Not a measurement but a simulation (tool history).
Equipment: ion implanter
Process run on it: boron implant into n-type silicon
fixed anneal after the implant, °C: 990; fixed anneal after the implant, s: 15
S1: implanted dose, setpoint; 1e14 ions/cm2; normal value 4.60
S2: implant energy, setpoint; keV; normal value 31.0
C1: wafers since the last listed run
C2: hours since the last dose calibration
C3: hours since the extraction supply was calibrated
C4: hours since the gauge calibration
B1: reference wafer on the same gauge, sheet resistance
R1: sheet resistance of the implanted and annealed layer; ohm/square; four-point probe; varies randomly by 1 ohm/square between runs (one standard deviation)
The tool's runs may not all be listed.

run,hour,S1,S2,C1,C2,C3,C4,B1,R1
1,0.0,4.60,39.0,0,706.8,2103.2,657.9,253.93,221.00
2,63.6,4.60,39.0,1137,770.4,2166.8,721.5,254.02,223.69
3,152.0,4.60,39.0,1580,858.8,2255.2,809.9,254.04,221.07
4,194.1,4.60,31.0,752,900.9,2297.3,852.0,253.98,226.59
5,262.4,4.60,31.0,1221,969.2,2365.6,920.3,254.08,227.17
6,335.6,4.60,31.0,1308,1042.4,2438.8,993.5,254.15,227.83
7,397.1,4.60,31.0,1099,1103.9,2500.3,1055.0,254.09,228.16
8,485.8,4.60,31.0,1585,1192.6,2589.0,1143.7,253.62,229.11
9,552.1,4.60,31.0,1185,1258.9,2655.3,1210.0,254.00,229.90
10,606.7,4.60,31.0,976,1313.5,2709.9,1264.6,253.87,229.63
11,671.5,4.60,31.0,1158,1378.3,2774.7,1329.4,253.67,230.66
12,770.4,4.26,31.0,1768,1477.2,2873.6,1428.3,253.71,242.29
13,822.0,4.26,31.0,922,1528.8,2925.2,1479.9,254.11,245.69
14,866.1,4.60,31.0,788,1572.9,2969.3,1524.0,254.03,231.34
# hour 890.0: Faraday cup replaced and dose calibrated
15,916.7,4.60,31.0,761,26.7,3019.9,1574.6,253.69,224.54
16,1018.6,4.14,24.5,1821,128.6,3121.8,1676.5,254.34,247.06
# hour 1093.8: gauge calibrated
17,1100.8,4.60,31.0,1469,210.8,3204.0,7.0,254.00,224.11
18,1171.6,4.60,31.0,1265,281.6,3274.8,77.8,254.18,225.59
19,1267.5,4.60,31.0,1714,377.5,3370.7,173.7,253.70,223.87
20,1375.0,4.60,31.0,1921,485.0,3478.2,281.2,254.02,224.37
21,1424.2,3.44,31.0,879,534.2,3527.4,330.4,254.24,282.86
22,1525.5,4.60,31.0,1811,635.5,3628.7,431.7,253.82,225.16
23,1605.7,5.83,36.5,1433,715.7,3708.9,511.9,253.99,184.19
# hour 1661.4: extraction supply calibrated
24,1713.1,5.45,21.0,1777,823.1,51.7,619.3,253.57,204.42
25,1786.3,4.60,31.0,1308,896.3,124.9,692.5,253.77,226.98
26,1884.8,5.73,31.0,1760,994.8,223.4,791.0,254.23,189.57
27,1941.8,4.60,31.0,1019,1051.8,280.4,848.0,254.16,227.76
28,1997.4,4.03,38.0,994,1107.4,336.0,903.6,253.76,248.36
29,2090.2,4.60,39.5,1659,1200.2,428.8,996.4,253.95,224.31
30,2160.8,4.60,20.5,1262,1270.8,499.4,1067.0,253.92,234.64
31,2219.8,4.60,31.0,1054,1329.8,558.4,1126.0,253.72,228.61
32,2261.2,5.05,24.0,740,1371.2,599.8,1167.4,254.23,217.82
33,2353.2,5.57,41.0,1644,1463.2,691.8,1259.4,254.48,194.43
# hour 2503.4: Faraday cup replaced and dose calibrated
34,2619.2,4.60,31.0,4612,115.8,957.8,1525.4,253.68,226.07
35,2675.5,5.01,37.0,1006,172.1,1014.1,1581.7,253.69,205.31
36,2766.2,5.53,38.5,1621,262.8,1104.8,1672.4,254.25,190.86
37,2860.9,5.75,22.5,1693,357.5,1199.5,1767.1,254.20,190.79

What the log doesn't show, run by run:
deviation of the true energy from its setpoint, %: 0 on each run
gauge reads high (%): 0 on each run
H1: deviation of the true dose from the Faraday cup's reading, %
run,H1
1,-0.128
2,-0.278
3,-0.51
4,-0.629
5,-0.834
6,-1.07
7,-1.28
8,-1.61
9,-1.87
10,-2.1
11,-2.38
12,-2.83
13,-3.08
14,-3.3
15,0.765
16,0.74
17,0.695
18,0.639
19,0.537
20,0.388
21,0.308
22,0.117
23,-0.0566
24,-0.322
25,-0.524
26,-0.824
27,-1.01
28,-1.2
29,-1.55
30,-1.83
31,-2.07
32,-2.25
33,-2.67
34,0.312
35,0.286
36,0.223
37,0.128

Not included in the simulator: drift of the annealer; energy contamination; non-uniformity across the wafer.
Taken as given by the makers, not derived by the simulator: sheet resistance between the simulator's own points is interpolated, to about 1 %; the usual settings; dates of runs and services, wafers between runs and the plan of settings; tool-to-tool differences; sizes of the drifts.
